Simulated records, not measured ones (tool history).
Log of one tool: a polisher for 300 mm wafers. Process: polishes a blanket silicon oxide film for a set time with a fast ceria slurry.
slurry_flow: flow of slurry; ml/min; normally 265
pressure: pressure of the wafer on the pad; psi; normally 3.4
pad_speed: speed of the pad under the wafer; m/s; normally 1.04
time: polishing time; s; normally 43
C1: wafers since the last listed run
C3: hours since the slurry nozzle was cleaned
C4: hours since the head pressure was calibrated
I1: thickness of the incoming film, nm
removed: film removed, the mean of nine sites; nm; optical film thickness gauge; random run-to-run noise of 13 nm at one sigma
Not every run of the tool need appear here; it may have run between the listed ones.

run 1 day=0.000 | slurry_flow=265 pressure=3.4 pad_speed=1.04 time=43 | C1=0 wafers_polished_on_this_pad=92 C3=214.7 C4=104.5 | I1=3183.9 | removed=1042.4
run 2 day=1.275 | slurry_flow=265 pressure=3.4 pad_speed=1.04 time=43 | C1=433 wafers_polished_on_this_pad=525 C3=245.3 C4=135.1 | I1=3163.7 | removed=1034.4
run 3 day=2.038 | slurry_flow=265 pressure=3.4 pad_speed=1.04 time=43 | C1=259 wafers_polished_on_this_pad=785 C3=263.6 C4=153.4 | I1=3216.1 | removed=1012.3
-- day=4.817 worn pad replaced by a new one
run 4 day=5.196 | slurry_flow=265 pressure=3.4 pad_speed=1.04 time=43 | C1=1017 wafers_polished_on_this_pad=129 C3=339.4 C4=229.2 | I1=3202.3 | removed=1035.3
run 5 day=6.025 | slurry_flow=265 pressure=3.4 pad_speed=1.04 time=43 | C1=282 wafers_polished_on_this_pad=411 C3=359.3 C4=249.1 | I1=3144.1 | removed=1019.8
run 6 day=7.262 | slurry_flow=265 pressure=3.4 pad_speed=1.04 time=43 | C1=420 wafers_polished_on_this_pad=832 C3=389.0 C4=278.8 | I1=3235.3 | removed=1023.2
run 7 day=8.062 | slurry_flow=265 pressure=3.4 pad_speed=1.04 time=43 | C1=272 wafers_polished_on_this_pad=1104 C3=408.2 C4=298.0 | I1=3233.7 | removed=1024.3
run 8 day=8.575 | slurry_flow=265 pressure=3.4 pad_speed=1.04 time=43 | C1=174 wafers_polished_on_this_pad=1278 C3=420.5 C4=310.3 | I1=3206.5 | removed=1020.6
run 9 day=9.242 | slurry_flow=265 pressure=3.4 pad_speed=1.04 time=43 | C1=226 wafers_polished_on_this_pad=1505 C3=436.5 C4=326.3 | I1=3191.2 | removed=1035.3
run 10 day=10.475 | slurry_flow=265 pressure=3.4 pad_speed=1.04 time=48 | C1=419 wafers_polished_on_this_pad=1925 C3=466.1 C4=355.9 | I1=3211.1 | removed=1131.4
-- day=10.612 slurry nozzle cleaned
-- day=11.171 worn pad replaced by a new one
run 11 day=11.396 | slurry_flow=265 pressure=3.4 pad_speed=1.04 time=48 | C1=242 wafers_polished_on_this_pad=76 C3=18.8 C4=378.0 | I1=3218.7 | removed=1148.0
run 12 day=12.821 | slurry_flow=265 pressure=3.4 pad_speed=1.04 time=48 | C1=484 wafers_polished_on_this_pad=561 C3=53.0 C4=412.2 | I1=3211.2 | removed=1137.9
run 13 day=13.858 | slurry_flow=205 pressure=3.4 pad_speed=1.04 time=43 | C1=352 wafers_polished_on_this_pad=914 C3=77.9 C4=437.1 | I1=3180.0 | removed=1016.8
-- day=14.275 head pressure recalibrated
run 14 day=15.075 | slurry_flow=235 pressure=3.1 pad_speed=1.14 time=49 | C1=385 wafers_polished_on_this_pad=1299 C3=107.1 C4=19.2 | I1=3167.5 | removed=1146.3
run 15 day=16.567 | slurry_flow=265 pressure=3.4 pad_speed=1.04 time=43 | C1=507 wafers_polished_on_this_pad=1807 C3=142.9 C4=55.0 | I1=3149.5 | removed=1036.9
run 16 day=17.096 | slurry_flow=265 pressure=2.9 pad_speed=1.04 time=43 | C1=179 wafers_polished_on_this_pad=1987 C3=155.6 C4=67.7 | I1=3206.7 | removed=892.5
-- day=17.517 worn pad replaced by a new one
run 17 day=18.379 | slurry_flow=265 pressure=4.5 pad_speed=1.04 time=43 | C1=379 wafers_polished_on_this_pad=293 C3=186.4 C4=98.5 | I1=3230.8 | removed=1298.8
run 18 day=18.908 | slurry_flow=265 pressure=3.4 pad_speed=1.04 time=43 | C1=179 wafers_polished_on_this_pad=473 C3=199.1 C4=111.2 | I1=3246.0 | removed=1037.6
run 19 day=19.517 | slurry_flow=320 pressure=3.4 pad_speed=1.04 time=48 | C1=206 wafers_polished_on_this_pad=680 C3=213.7 C4=125.8 | I1=3240.2 | removed=1187.3
run 20 day=20.633 | slurry_flow=340 pressure=4.0 pad_speed=1.04 time=57 | C1=379 wafers_polished_on_this_pad=1060 C3=240.5 C4=152.6 | I1=3148.7 | removed=1600.0
run 21 day=21.658 | slurry_flow=265 pressure=2.9 pad_speed=1.04 time=43 | C1=348 wafers_polished_on_this_pad=1409 C3=265.1 C4=177.2 | I1=3167.9 | removed=891.4
-- day=22.633 worn pad replaced by a new one
run 22 day=23.025 | slurry_flow=215 pressure=4.0 pad_speed=1.40 time=35 | C1=408 wafers_polished_on_this_pad=133 C3=297.9 C4=210.0 | I1=3165.8 | removed=1286.9
run 23 day=24.375 | slurry_flow=265 pressure=3.4 pad_speed=1.36 time=35 | C1=459 wafers_polished_on_this_pad=592 C3=330.3 C4=242.4 | I1=3163.5 | removed=1072.4
run 24 day=25.696 | slurry_flow=225 pressure=3.4 pad_speed=1.04 time=43 | C1=449 wafers_polished_on_this_pad=1042 C3=362.0 C4=274.1 | I1=3223.1 | removed=1029.1
run 25 day=27.004 | slurry_flow=265 pressure=3.4 pad_speed=1.04 time=43 | C1=445 wafers_polished_on_this_pad=1487 C3=393.4 C4=305.5 | I1=3247.0 | removed=1015.3
run 26 day=27.808 | slurry_flow=265 pressure=3.4 pad_speed=1.04 time=43 | C1=273 wafers_polished_on_this_pad=1760 C3=412.7 C4=324.8 | I1=3195.8 | removed=1024.7
-- day=28.158 worn pad replaced by a new one
run 27 day=28.421 | slurry_flow=305 pressure=3.8 pad_speed=0.72 time=54 | C1=151 wafers_polished_on_this_pad=88 C3=427.4 C4=339.5 | I1=3164.4 | removed=991.6

Consider 3 possible next runs. They are alternatives, not a sequence: every one starts from the tool as it was left by run 27. What does each give?
run A day=28.438 | slurry_flow=295 pressure=3.4 pad_speed=1.04 time=43 | C1=5 wafers_polished_on_this_pad=94 C3=427.8 C4=339.9 | I1=3169.4 | removed=?
run B day=28.438 | slurry_flow=180 pressure=3.1 pad_speed=0.78 time=31 | C1=5 wafers_polished_on_this_pad=94 C3=427.8 C4=339.9 | I1=3169.4 | removed=?
run C day=28.438 | slurry_flow=265 pressure=2.4 pad_speed=1.40 time=37 | C1=5 wafers_polished_on_this_pad=94 C3=427.8 C4=339.9 | I1=3169.4 | removed=?

run=A removed=1040.6
run=B removed=490.2
run=C removed=882.8
With the hidden condition removed and each run's random variation left untouched, the same runs would have given:
run=A removed=1040.6
run=B removed=490.2
run=C removed=882.8

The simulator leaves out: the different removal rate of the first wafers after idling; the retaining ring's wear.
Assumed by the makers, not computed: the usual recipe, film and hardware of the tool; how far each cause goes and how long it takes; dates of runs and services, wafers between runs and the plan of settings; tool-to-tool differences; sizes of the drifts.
